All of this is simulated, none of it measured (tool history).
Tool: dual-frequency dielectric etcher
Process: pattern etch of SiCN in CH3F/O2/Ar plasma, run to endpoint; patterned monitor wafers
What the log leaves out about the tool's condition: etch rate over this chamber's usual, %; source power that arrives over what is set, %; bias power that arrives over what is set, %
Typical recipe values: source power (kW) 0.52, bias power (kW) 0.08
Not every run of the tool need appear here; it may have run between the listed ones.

| run | hour | source power (kW) | bias power (kW) | wafers since the last listed run | hours since the last wet clean | hours since the last source power generator calibration | hours since the last bias power generator calibration | hours since the last upper electrode change | incoming incoming film thickness, nm | endpoint time (s) |
|---|---|---|---|---|---|---|---|---|---|---|
| 1 | 0 | 0.52 | 0.08 | 0 | 308.5 | 3176.7 | 3869.5 | 6111.2 | 8.62 | 18.2 |
| 2 | 12.4 | 0.42 | 0.08 | 180 | 320.9 | 3189.1 | 3881.9 | 6123.6 | 8.56 | 19.7 |
| 3 | 18.4 | 0.42 | 0.08 | 87 | 326.9 | 3195.1 | 3887.9 | 6129.6 | 8.63 | 20.2 |
| 4 | 35.9 | 0.57 | 0.087 | 254 | 344.4 | 3212.6 | 3905.4 | 6147.1 | 8.52 | 16.8 |
|  | 74.9 | wet clean of the chamber |
| 5 | 78.1 | 0.57 | 0.087 | 264 | 3.2 | 3254.8 | 3947.6 | 6189.3 | 8.55 | 17 |
| 6 | 95.7 | 0.52 | 0.08 | 256 | 20.8 | 3272.4 | 3965.2 | 6206.9 | 8.59 | 18.5 |
| 7 | 111.5 | 0.52 | 0.08 | 229 | 36.6 | 3288.2 | 3981 | 6222.7 | 8.48 | 18.3 |
|  | 118.7 | bias power generator calibrated |
|  | 146.3 | upper electrode replaced |
| 8 | 146.8 | 0.52 | 0.08 | 106 | 71.9 | 3323.5 | 28.1 | 0.5 | 8.54 | 18 |
| 9 | 147.1 | 0.49 | 0.071 | 4 | 72.2 | 3323.8 | 28.4 | 0.8 | 8.6 | 19.8 |
| 10 | 147.5 | 0.42 | 0.08 | 5 | 72.6 | 3324.2 | 28.8 | 1.2 | 8.58 | 20.1 |
| 11 | 156.9 | 0.47 | 0.073 | 136 | 82 | 3333.6 | 38.2 | 10.6 | 8.54 | 19.9 |
|  | 168.6 | source power generator calibrated |
| 12 | 170.8 | 0.44 | 0.073 | 144 | 95.9 | 2.2 | 52.1 | 24.5 | 8.54 | 20.2 |
| 13 | 184 | 0.45 | 0.086 | 192 | 109.1 | 15.4 | 65.3 | 37.7 | 8.66 | 18.9 |
| 14 | 200.7 | 0.52 | 0.08 | 242 | 125.8 | 32.1 | 82 | 54.4 | 8.63 | 18.4 |
| 15 | 210.5 | 0.64 | 0.069 | 142 | 135.6 | 41.9 | 91.8 | 64.2 | 8.56 | 18 |
| 16 | 217.9 | 0.43 | 0.067 | 107 | 143 | 49.3 | 99.2 | 71.6 | 8.58 | 21.7 |

What if the next run were any one of these 4? Each begins from the tool's condition after run 16:
| A | 218.3 | 0.52 | 0.08 | 5 | 143.4 | 49.7 | 99.6 | 72 | 8.56 | ? |
| B | 218.3 | 0.52 | 0.067 | 5 | 143.4 | 49.7 | 99.6 | 72 | 8.56 | ? |
| C | 218.3 | 0.63 | 0.066 | 5 | 143.4 | 49.7 | 99.6 | 72 | 8.56 | ? |
| D | 218.3 | 0.46 | 0.085 | 5 | 143.4 | 49.7 | 99.6 | 72 | 8.56 | ? |

| run | endpoint time (s) |
|---|---|
| A | 18.2 |
| B | 19.9 |
| C | 18.5 |
| D | 18.6 |
What these runs would have given with no unlogged condition in the tool:
| run | endpoint time (s) |
|---|---|
| A | 18.2 |
| B | 19.9 |
| C | 18.5 |
| D | 18.6 |

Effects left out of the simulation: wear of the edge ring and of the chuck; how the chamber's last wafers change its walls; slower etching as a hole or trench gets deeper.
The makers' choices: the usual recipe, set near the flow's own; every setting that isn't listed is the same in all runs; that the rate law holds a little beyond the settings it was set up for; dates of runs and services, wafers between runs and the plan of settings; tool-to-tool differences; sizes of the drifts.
